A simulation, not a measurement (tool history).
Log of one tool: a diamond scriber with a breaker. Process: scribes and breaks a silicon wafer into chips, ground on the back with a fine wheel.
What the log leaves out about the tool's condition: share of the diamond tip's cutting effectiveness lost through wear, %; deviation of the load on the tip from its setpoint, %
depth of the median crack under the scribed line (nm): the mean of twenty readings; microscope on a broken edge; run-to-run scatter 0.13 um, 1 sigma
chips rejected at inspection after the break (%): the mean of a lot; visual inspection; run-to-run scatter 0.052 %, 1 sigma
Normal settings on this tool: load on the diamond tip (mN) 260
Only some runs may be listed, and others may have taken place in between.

| run | hour | load on the diamond tip (mN) | wafers since the last listed run | hours since the diamond tip was replaced | hours since the load on the tip was calibrated | incoming depth of the damage left on the back of the incoming wafer, um | depth of the median crack under the scribed line (nm) | chips rejected at inspection after the break (%) |
|---|---|---|---|---|---|---|---|---|
| 1 | 0 | 317 | 0 | 299.6 | 853.5 | 2.41 | 11030 | 1.62 |
| 2 | 12.4 | 317 | 24 | 312 | 865.9 | 2.05 | 11130 | 1.36 |
| 3 | 28.4 | 317 | 31 | 328 | 881.9 | 2.97 | 11110 | 2.64 |
| 4 | 40.4 | 297 | 23 | 340 | 893.9 | 2.56 | 10690 | 1.78 |
| 5 | 49.5 | 297 | 18 | 349.1 | 903 | 2.2 | 10830 | 1.26 |
| 6 | 63.2 | 297 | 27 | 362.8 | 916.7 | 1.72 | 10570 | 0.83 |
| 7 | 73.6 | 230 | 20 | 373.2 | 927.1 | 2.48 | 9370 | 2.87 |
| 8 | 84.8 | 230 | 22 | 384.4 | 938.3 | 2.92 | 9340 | 3.87 |
| 9 | 95.5 | 230 | 21 | 395.1 | 949 | 2.64 | 9380 | 3.23 |
| 10 | 112.5 | 284 | 33 | 412.1 | 966 | 2.72 | 10400 | 2.18 |
| 11 | 123.9 | 284 | 22 | 423.5 | 977.4 | 1.89 | 10250 | 1.01 |
| 12 | 138.5 | 284 | 28 | 438.1 | 992 | 2.1 | 10060 | 1.19 |
| 13 | 150.8 | 313 | 24 | 450.4 | 1004.3 | 2.43 | 10810 | 1.62 |
|  | 176.6 | load on the tip recalibrated |
| 14 | 182.8 | 313 | 59 | 482.4 | 6.2 | 2.86 | 10480 | 2.33 |
| 15 | 199.7 | 209 | 33 | 499.3 | 23.1 | 1.95 | 8740 | 3.56 |
| 16 | 211 | 209 | 22 | 510.6 | 34.4 | 2.24 | 8910 | 4.58 |
| 17 | 223.1 | 211 | 23 | 522.7 | 46.5 | 2.39 | 8770 | 4.86 |
| 18 | 236.1 | 318 | 25 | 535.7 | 59.5 | 2.3 | 10720 | 1.44 |
| 19 | 250.4 | 318 | 28 | 550 | 73.8 | 1.8 | 10350 | 0.93 |
| 20 | 256.6 | 318 | 12 | 556.2 | 80 | 2.88 | 10770 | 2.22 |
| 21 | 271.3 | 281 | 29 | 570.9 | 94.7 | 1.95 | 9770 | 1.49 |
| 22 | 283.7 | 331 | 24 | 583.3 | 107.1 | 2.71 | 10550 | 1.93 |
| 23 | 296.4 | 304 | 25 | 596 | 119.8 | 1.94 | 10400 | 1.15 |
| 24 | 307.9 | 333 | 22 | 607.5 | 131.3 | 2.65 | 10390 | 1.88 |
| 25 | 315.8 | 302 | 15 | 615.4 | 139.2 | 2.35 | 9740 | 1.75 |
| 26 | 332.5 | 186 | 33 | 632.1 | 155.9 | 1.86 | 8050 | 7.95 |
| 27 | 344.3 | 183 | 23 | 643.9 | 167.7 | 1.85 | 7900 | 7.4 |
|  | 363.5 | diamond tip replaced by a new one |
| 28 | 366.1 | 260 | 39 | 2.6 | 189.5 | 2.09 | 10490 | 1.21 |
| 29 | 377.5 | 211 | 22 | 14 | 200.9 | 2.04 | 9440 | 2.15 |
| 30 | 391.2 | 208 | 27 | 27.7 | 214.6 | 2.71 | 9320 | 3.77 |
| 31 | 408.5 | 333 | 34 | 45 | 231.9 | 1.71 | 11470 | 1.62 |
| 32 | 414.8 | 260 | 12 | 51.3 | 238.2 | 1.55 | 10500 | 0.74 |
| 33 | 421.2 | 198 | 12 | 57.7 | 244.6 | 2.57 | 9050 | 3.97 |
| 34 | 429.8 | 260 | 17 | 66.3 | 253.2 | 2.53 | 10280 | 1.7 |
| 35 | 443.4 | 233 | 26 | 79.9 | 266.8 | 2.79 | 9910 | 2.8 |
| 36 | 458.2 | 187 | 29 | 94.7 | 281.6 | 2.14 | 9080 | 3.61 |
| 37 | 467.8 | 298 | 19 | 104.3 | 291.2 | 2.17 | 10840 | 1.32 |
| 38 | 474.5 | 227 | 13 | 111 | 297.9 | 2.28 | 9860 | 1.87 |
| 39 | 488.3 | 315 | 27 | 124.8 | 311.7 | 1.72 | 11240 | 1.25 |
| 40 | 495.1 | 195 | 13 | 131.6 | 318.5 | 2.18 | 8980 | 3.2 |
| 41 | 511.6 | 296 | 32 | 148.1 | 335 | 1.6 | 11000 | 0.89 |

Forecast each of these 4 alternatives for the next run:
| A | 512.2 | 260 | 1 | 148.7 | 335.6 | 2.81 | ? | ? |
| B | 512.2 | 207 | 1 | 148.7 | 335.6 | 2.81 | ? | ? |
| C | 512.2 | 238 | 1 | 148.7 | 335.6 | 2.81 | ? | ? |
| D | 512.2 | 189 | 1 | 148.7 | 335.6 | 2.81 | ? | ? |

| run | depth of the median crack under the scribed line (nm) | chips rejected at inspection after the break (%) |
|---|---|---|
| A | 10430 | 2.44 |
| B | 9410 | 4.25 |
| C | 10010 | 2.93 |
| D | 9060 | 5.42 |
What these runs would have given with no unlogged condition in the tool:
| run | depth of the median crack under the scribed line (nm) | chips rejected at inspection after the break (%) |
|---|---|---|
| A | 10570 | 2.35 |
| B | 9540 | 3.89 |
| C | 10150 | 2.73 |
| D | 9180 | 4.97 |
